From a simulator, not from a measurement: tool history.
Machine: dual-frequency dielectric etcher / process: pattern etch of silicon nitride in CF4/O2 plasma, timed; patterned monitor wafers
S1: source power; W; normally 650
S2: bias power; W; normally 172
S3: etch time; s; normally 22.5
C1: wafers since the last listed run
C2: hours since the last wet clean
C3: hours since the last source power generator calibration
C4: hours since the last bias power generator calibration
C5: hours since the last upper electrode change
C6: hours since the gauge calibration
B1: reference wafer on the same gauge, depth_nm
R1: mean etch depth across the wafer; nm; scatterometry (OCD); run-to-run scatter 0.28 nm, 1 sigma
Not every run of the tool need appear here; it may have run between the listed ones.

run	day	S1	S2	S3	C1	C2	C3	C4	C5	C6	B1	R1
1	0	650	172	22.5	0	265.8	4036.7	3164.4	2641.3	915	47.7	57.6
2	4.275	650	172	22.5	1187	368.4	4139.3	3267	2743.9	1017.6	47.8	57.6
3	7.221	650	172	22.5	818	439.1	4210	3337.7	2814.6	1088.3	47.9	57.4
# day 9.379: wet clean of the chamber
4	9.625	650	172	22.5	390	5.9	4267.7	3395.4	2872.3	1146	47.8	57.6
5	11.375	650	172	22.5	486	47.9	4309.7	3437.4	2914.3	1188	47.8	57.9
6	15.771	650	172	22.5	1220	153.4	4415.2	3542.9	3019.8	1293.5	47.7	57.5
# day 29.425: wet clean of the chamber
7	29.446	650	172	22.5	3520	0.5	4743.4	3871.1	3348	1621.7	47.7	57.5
# day 31.996: source power generator calibrated
8	33.321	650	146	22.5	1030	93.5	31.8	3964.1	3441	1714.7	47.8	54.1
9	37.621	650	146	22.5	1194	196.7	135	4067.3	3544.2	1817.9	47.9	54.1
10	39.35	650	172	22.5	480	238.2	176.5	4108.8	3585.7	1859.4	47.7	57.4
# day 43.229: gauge calibrated
11	43.771	650	172	22.5	1227	344.3	282.6	4214.9	3691.8	13	47.8	57.5
12	46.517	650	172	22.5	762	410.2	348.5	4280.8	3757.7	78.9	47.7	57.9
# day 48.988: wet clean of the chamber
13	49.233	650	172	26	476	5.9	413.7	4346	3822.9	144.1	47.8	66.5
# day 51.758: upper electrode replaced
14	52.617	590	140	16.5	661	87.1	494.9	4427.2	20.6	225.3	47.9	35.9
# day 53.075: bias power generator calibrated
15	55.983	650	172	22.5	888	167.9	575.7	69.8	101.4	306.1	47.8	58
16	59.579	600	172	16	998	254.2	662	156.1	187.7	392.4	47.9	38.3
# day 68.154: wet clean of the chamber
17	68.675	720	172	27	2248	12.5	880.3	374.4	406	610.7	47.8	75.8
18	70.783	650	172	22.5	585	63.1	930.9	425	456.6	661.3	47.8	57.8
19	74.946	510	152	25.5	1156	163	1030.8	524.9	556.5	761.2	47.7	50.3
20	78.679	720	172	27.5	1036	252.6	1120.4	614.5	646.1	850.8	47.8	77
21	80.525	650	172	22.5	512	296.9	1164.7	658.8	690.4	895.1	47.8	57.8
22	84.575	650	195	22.5	1124	394.1	1261.9	756	787.6	992.3	47.9	60.4
23	87.692	650	172	22.5	865	468.9	1336.7	830.8	862.4	1067.1	47.8	57.7
# day 90.433: wet clean of the chamber
24	90.454	530	172	22.5	489	0.5	1403	897.1	928.7	1133.4	47.8	47.8

For each run, what was the tool's unlogged condition?
etch rate over this chamber's usual, %: 0 in every run
source power that arrives over what is set, %: 0 in every run
bias power that arrives over what is set, %: 0 in every run
gauge reads high (%): 0 in every run
